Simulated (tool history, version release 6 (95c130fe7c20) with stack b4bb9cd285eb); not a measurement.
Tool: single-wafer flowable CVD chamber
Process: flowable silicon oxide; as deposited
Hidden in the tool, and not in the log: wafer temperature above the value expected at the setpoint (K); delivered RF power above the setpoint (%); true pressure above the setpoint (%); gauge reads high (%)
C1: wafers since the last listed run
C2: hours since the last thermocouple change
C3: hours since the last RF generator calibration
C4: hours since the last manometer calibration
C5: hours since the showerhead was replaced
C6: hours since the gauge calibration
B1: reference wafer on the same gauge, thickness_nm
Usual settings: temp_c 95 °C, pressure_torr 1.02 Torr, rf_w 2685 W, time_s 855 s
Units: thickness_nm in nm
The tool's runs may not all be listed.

run 1 hour=0.0 | temp_c=95 pressure_torr=1.02 rf_w=2685 time_s=720 | C1=0 C2=2411.0 C3=1438.5 C4=1123.3 C5=4318.6 C6=405.3 | B1=810.054 | thickness_nm=719.593
run 2 hour=87.9 | temp_c=95 pressure_torr=1.02 rf_w=2685 time_s=720 | C1=150 C2=2498.9 C3=1526.4 C4=1211.2 C5=4406.5 C6=493.2 | B1=809.993 | thickness_nm=716.980
run 3 hour=183.6 | temp_c=95 pressure_torr=1.02 rf_w=2685 time_s=720 | C1=164 C2=2594.6 C3=1622.1 C4=1306.9 C5=4502.2 C6=588.9 | B1=810.727 | thickness_nm=714.837
run 4 hour=298.1 | temp_c=95 pressure_torr=0.96 rf_w=2685 time_s=855 | C1=196 C2=2709.1 C3=1736.6 C4=1421.4 C5=4616.7 C6=703.4 | B1=810.712 | thickness_nm=794.521
run 5 hour=343.0 | temp_c=95 pressure_torr=0.96 rf_w=2685 time_s=855 | C1=77 C2=2754.0 C3=1781.5 C4=1466.3 C5=4661.6 C6=748.3 | B1=811.534 | thickness_nm=801.265
run 6 hour=430.7 | temp_c=95 pressure_torr=0.96 rf_w=2685 time_s=855 | C1=150 C2=2841.7 C3=1869.2 C4=1554.0 C5=4749.3 C6=836.0 | B1=809.536 | thickness_nm=802.922
-- hour=452.0 capacitance manometer re-zeroed and calibrated
run 7 hour=479.2 | temp_c=95 pressure_torr=1.02 rf_w=2685 time_s=855 | C1=69 C2=2890.2 C3=1917.7 C4=27.2 C5=4797.8 C6=884.5 | B1=810.303 | thickness_nm=851.289
-- hour=519.0 RF generator calibrated
run 8 hour=561.7 | temp_c=83 pressure_torr=1.23 rf_w=2910 time_s=932 | C1=127 C2=2972.7 C3=42.7 C4=109.7 C5=4880.3 C6=967.0 | B1=809.990 | thickness_nm=1661.275
-- hour=640.7 gauge calibrated
run 9 hour=645.7 | temp_c=95 pressure_torr=1.02 rf_w=2900 time_s=855 | C1=144 C2=3056.7 C3=126.7 C4=193.7 C5=4964.3 C6=5.0 | B1=809.802 | thickness_nm=858.610
-- hour=685.2 thermocouple changed; heater temperature recalibrated
-- hour=709.8 showerhead replaced
run 10 hour=710.3 | temp_c=95 pressure_torr=1.02 rf_w=2685 time_s=855 | C1=83 C2=25.1 C3=191.3 C4=258.3 C5=0.5 C6=69.6 | B1=810.295 | thickness_nm=853.414
run 11 hour=772.3 | temp_c=95 pressure_torr=1.09 rf_w=2960 time_s=720 | C1=106 C2=87.1 C3=253.3 C4=320.3 C5=62.5 C6=131.6 | B1=810.318 | thickness_nm=775.132
run 12 hour=868.2 | temp_c=95 pressure_torr=1.02 rf_w=3075 time_s=855 | C1=164 C2=183.0 C3=349.2 C4=416.2 C5=158.4 C6=227.5 | B1=809.346 | thickness_nm=860.860
run 13 hour=1153.5 | temp_c=95 pressure_torr=1.02 rf_w=2685 time_s=961 | C1=489 C2=468.3 C3=634.5 C4=701.5 C5=443.7 C6=512.8 | B1=809.843 | thickness_nm=957.219
run 14 hour=1243.8 | temp_c=95 pressure_torr=1.02 rf_w=2685 time_s=855 | C1=154 C2=558.6 C3=724.8 C4=791.8 C5=534.0 C6=603.1 | B1=809.961 | thickness_nm=856.525

Forecast each of these 5 alternatives for the next run:
run A hour=1244.4 | temp_c=108 pressure_torr=1.02 rf_w=2685 time_s=855 | C1=1 C2=559.2 C3=725.4 C4=792.4 C5=534.6 C6=603.7 | B1=? | thickness_nm=?
run B hour=1244.4 | temp_c=91 pressure_torr=1.15 rf_w=2685 time_s=913 | C1=1 C2=559.2 C3=725.4 C4=792.4 C5=534.6 C6=603.7 | B1=? | thickness_nm=?
run C hour=1244.4 | temp_c=95 pressure_torr=1.18 rf_w=2685 time_s=964 | C1=1 C2=559.2 C3=725.4 C4=792.4 C5=534.6 C6=603.7 | B1=? | thickness_nm=?
run D hour=1244.4 | temp_c=95 pressure_torr=1.02 rf_w=2460 time_s=907 | C1=1 C2=559.2 C3=725.4 C4=792.4 C5=534.6 C6=603.7 | B1=? | thickness_nm=?
run E hour=1244.4 | temp_c=86 pressure_torr=1.02 rf_w=2890 time_s=930 | C1=1 C2=559.2 C3=725.4 C4=792.4 C5=534.6 C6=603.7 | B1=? | thickness_nm=?

run=A B1=810.284 thickness_nm=543.055
run=B B1=810.284 thickness_nm=1168.552
run=C B1=810.284 thickness_nm=1100.161
run=D B1=810.284 thickness_nm=891.076
run=E B1=810.284 thickness_nm=1250.205
Without the tool's hidden state the same runs would have given:
run=A thickness_nm=543.055
run=B thickness_nm=1168.552
run=C thickness_nm=1100.161
run=D thickness_nm=891.076
run=E thickness_nm=1250.205
